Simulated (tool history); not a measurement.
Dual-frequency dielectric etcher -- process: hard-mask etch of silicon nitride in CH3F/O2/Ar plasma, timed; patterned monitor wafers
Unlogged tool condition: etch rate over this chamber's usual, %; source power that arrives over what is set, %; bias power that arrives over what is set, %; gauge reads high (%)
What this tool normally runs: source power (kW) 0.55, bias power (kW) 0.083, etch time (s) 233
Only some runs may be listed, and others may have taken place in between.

run	hour	source power (kW)	bias power (kW)	etch time (s)	wafers since the last listed run	hours since the last wet clean	hours since the last source power generator calibration	hours since the last bias power generator calibration	hours since the last upper electrode change	hours since the gauge calibration	read-back reference wafer on the same gauge, depth_nm	mean etch depth across the wafer (angstrom)
1	0	0.55	0.068	233	0	224.5	3843.9	3551.7	1895.6	296.3	193	1659
2	35	0.55	0.083	233	139	259.5	3878.9	3586.7	1930.6	331.3	192.9	1785
3	58.3	0.62	0.083	210	92	282.8	3902.2	3610	1953.9	354.6	193	1721
4	85.7	0.55	0.083	233	109	310.2	3929.6	3637.4	1981.3	382	193	1783
5	100.4	0.55	0.083	233	58	324.9	3944.3	3652.1	1996	396.7	193	1780
6	124.3	0.47	0.083	233	95	348.8	3968.2	3676	2019.9	420.6	193.1	1611
# hour 153: source power generator calibrated
7	158	0.55	0.083	275.5	118	382.5	5	3709.7	2053.6	454.3	193	2162
8	185.6	0.55	0.083	275.5	109	410.1	32.6	3737.3	2081.2	481.9	193	2164
9	213.6	0.55	0.083	275.5	111	438.1	60.6	3765.3	2109.2	509.9	193.1	2166
10	236	0.55	0.083	213	89	460.5	83	3787.7	2131.6	532.3	193	1671
# hour 236.8: gauge calibrated
# hour 253.1: bias power generator calibrated
# hour 267.1: upper electrode replaced
11	267.6	0.55	0.063	233	54	492.1	114.6	14.5	0.5	30.8	192.9	1637
12	282.5	0.59	0.066	233	59	507	129.5	29.4	15.4	45.7	193	1738
13	324	0.55	0.094	269	165	548.5	171	70.9	56.9	87.2	193	2205
# hour 368.3: wet clean of the chamber
14	368.8	0.62	0.073	290.5	82	0.5	215.8	115.7	101.7	132	193.1	2341
15	375.2	0.55	0.083	198.5	25	6.9	222.2	122.1	108.1	138.4	192.9	1567
16	400.5	0.55	0.083	233	100	32.2	247.5	147.4	133.4	163.7	193	1836
17	417.3	0.67	0.07	203.5	66	49	264.3	164.2	150.2	180.5	193.1	1684
18	449.4	0.55	0.083	178	127	81.1	296.4	196.3	182.3	212.6	193	1404
19	478.9	0.55	0.083	287	117	110.6	325.9	225.8	211.8	242.1	193	2254
20	511	0.55	0.083	233	127	142.7	358	257.9	243.9	274.2	193	1829
21	529	0.49	0.068	185	71	160.7	376	275.9	261.9	292.2	193	1246
22	547.7	0.63	0.072	272.5	74	179.4	394.7	294.6	280.6	310.9	192.9	2191
23	579.6	0.55	0.074	233	127	211.3	426.6	326.5	312.5	342.8	193	1744
24	594.9	0.55	0.083	233	60	226.6	441.9	341.8	327.8	358.1	193	1826
25	628.2	0.49	0.083	215	132	259.9	475.2	375.1	361.1	391.4	193	1564
26	653	0.55	0.083	184	98	284.7	500	399.9	385.9	416.2	193.1	1436
27	684.8	0.55	0.083	233	126	316.5	531.8	431.7	417.7	448	193	1818
28	714.4	0.47	0.083	256	117	346.1	561.4	461.3	447.3	477.6	193	1809
29	729.8	0.59	0.066	233	61	361.5	576.8	476.7	462.7	493	192.9	1731
30	754.1	0.64	0.064	233	96	385.8	601.1	501	487	517.3	193	1790
31	771.8	0.43	0.063	298.5	70	403.5	618.8	518.7	504.7	535	193	1762

Entry by entry between the runs, the difference in hidden state between the last listed run before and the first listed run after:
Run 6 -> run 7: source power generator calibrated (hour 153)
  etch rate over this chamber's usual, %: -0.973 -> -1.05; source power that arrives over what is set, %: -5.14 -> -0.409
  difference, measured minus the result without the unlogged condition, mean etch depth across the wafer (angstrom): -69 -> -28
Run 10 -> run 11: gauge calibrated (hour 236.8); bias power generator calibrated (hour 253.1); upper electrode replaced (hour 267.1)
  etch rate over this chamber's usual, %: -1.24 -> -1.32; source power that arrives over what is set, %: -0.723 -> -0.845
  difference, measured minus the result without the unlogged condition, mean etch depth across the wafer (angstrom): -29 -> -31
Run 13 -> run 14: wet clean of the chamber (hour 368.3)
  etch rate over this chamber's usual, %: -1.45 -> -0.117; source power that arrives over what is set, %: -1.06 -> -1.22
  difference, measured minus the result without the unlogged condition, mean etch depth across the wafer (angstrom): -47 -> -20
